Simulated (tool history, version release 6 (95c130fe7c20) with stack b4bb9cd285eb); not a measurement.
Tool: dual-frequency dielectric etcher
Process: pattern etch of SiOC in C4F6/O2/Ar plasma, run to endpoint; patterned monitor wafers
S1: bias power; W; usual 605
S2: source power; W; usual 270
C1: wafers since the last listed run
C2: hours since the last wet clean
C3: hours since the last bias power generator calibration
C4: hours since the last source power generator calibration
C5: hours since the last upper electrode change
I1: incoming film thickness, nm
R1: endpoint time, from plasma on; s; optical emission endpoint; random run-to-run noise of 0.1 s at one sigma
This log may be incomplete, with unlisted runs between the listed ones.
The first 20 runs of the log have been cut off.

| run | hour | S1 | S2 | C1 | C2 | C3 | C4 | C5 | I1 | R1 |
|---|---|---|---|---|---|---|---|---|---|---|
|  | 588.0 | bias power generator calibrated |
| 21 | 612.4 | 697 | 300 | 969 | 219.3 | 24.4 | 281.6 | 328.3 | 38.57 | 12.5 |
| 22 | 631.3 | 605 | 270 | 192 | 238.2 | 43.3 | 300.5 | 347.2 | 38.60 | 13.5 |
| 23 | 650.5 | 486 | 320 | 195 | 257.4 | 62.5 | 319.7 | 366.4 | 38.08 | 14.0 |
| 24 | 683.3 | 605 | 270 | 334 | 290.2 | 95.3 | 352.5 | 399.2 | 38.68 | 13.6 |
| 25 | 704.6 | 486 | 320 | 217 | 311.5 | 116.6 | 373.8 | 420.5 | 38.33 | 13.9 |
| 26 | 740.0 | 469 | 270 | 360 | 346.9 | 152.0 | 409.2 | 455.9 | 38.63 | 14.6 |
|  | 764.9 | wet clean of the chamber |
| 27 | 795.4 | 704 | 290 | 320 | 30.5 | 207.4 | 464.6 | 511.3 | 38.48 | 12.6 |
| 28 | 830.6 | 723 | 240 | 358 | 65.7 | 242.6 | 499.8 | 546.5 | 38.38 | 13.0 |
| 29 | 843.1 | 605 | 270 | 127 | 78.2 | 255.1 | 512.3 | 559.0 | 38.83 | 13.8 |
| 30 | 876.2 | 726 | 310 | 337 | 111.3 | 288.2 | 545.4 | 592.1 | 38.71 | 12.2 |
| 31 | 904.4 | 647 | 250 | 287 | 139.5 | 316.4 | 573.6 | 620.3 | 38.61 | 13.2 |
| 32 | 921.6 | 547 | 340 | 175 | 156.7 | 333.6 | 590.8 | 637.5 | 38.12 | 13.1 |

Run 33 is up next; what results do you expect?
| 33 | 934.7 | 605 | 270 | 133 | 169.8 | 346.7 | 603.9 | 650.6 | 38.51 | ? |

Logged for run 33: R1 13.5 s.
Had the tool carried no hidden state, the very same run would have given R1 13.8 s.
